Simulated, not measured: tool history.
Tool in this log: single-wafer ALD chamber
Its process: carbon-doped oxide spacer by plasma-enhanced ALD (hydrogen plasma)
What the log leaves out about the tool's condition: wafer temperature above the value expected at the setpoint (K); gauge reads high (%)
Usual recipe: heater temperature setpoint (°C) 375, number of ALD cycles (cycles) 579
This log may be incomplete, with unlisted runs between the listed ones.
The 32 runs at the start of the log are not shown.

run,hour,heater temperature setpoint (°C),number of ALD cycles (cycles),wafers since the last listed run,hours since the last thermocouple change,hours since the gauge calibration,"read-back reference wafer on the same gauge, thickness_nm",mean film thickness on the monitor wafer (Å)
33,1598,388,654,20,589.6,118.3,23.872,297.46
34,1655,381,493,35,646.6,175.3,23.885,225.18
35,1703.4,380,668,29,695,223.7,23.916,305.01
36,1760.4,386,528,35,752,280.7,23.92,240.37
37,1816.3,375,503,34,807.9,336.6,23.954,230.11
38,1885.9,386,682,42,877.5,406.2,23.949,312.42
39,1913.6,382,531,17,905.2,433.9,23.966,242.18
40,1961.2,375,468,29,952.8,481.5,23.981,214.55
41,1993.5,380,609,19,985.1,513.8,23.981,278.33
42,2026.8,375,579,20,1018.4,547.1,23.983,263.64

Forecast each of these 4 alternatives for the next run:
A,2028.1,390,579,0,1019.7,548.4,?,?
B,2028.1,362,548,0,1019.7,548.4,?,?
C,2028.1,368,621,0,1019.7,548.4,?,?
D,2028.1,369,523,0,1019.7,548.4,?,?

run,"read-back reference wafer on the same gauge, thickness_nm",mean film thickness on the monitor wafer (Å)
A,23.997,264.81
B,23.997,250.63
C,23.997,284.02
D,23.997,239.2
Without the tool's unlogged condition, the same runs would have read:
run,mean film thickness on the monitor wafer (Å)
A,263.79
B,249.66
C,282.92
D,238.27

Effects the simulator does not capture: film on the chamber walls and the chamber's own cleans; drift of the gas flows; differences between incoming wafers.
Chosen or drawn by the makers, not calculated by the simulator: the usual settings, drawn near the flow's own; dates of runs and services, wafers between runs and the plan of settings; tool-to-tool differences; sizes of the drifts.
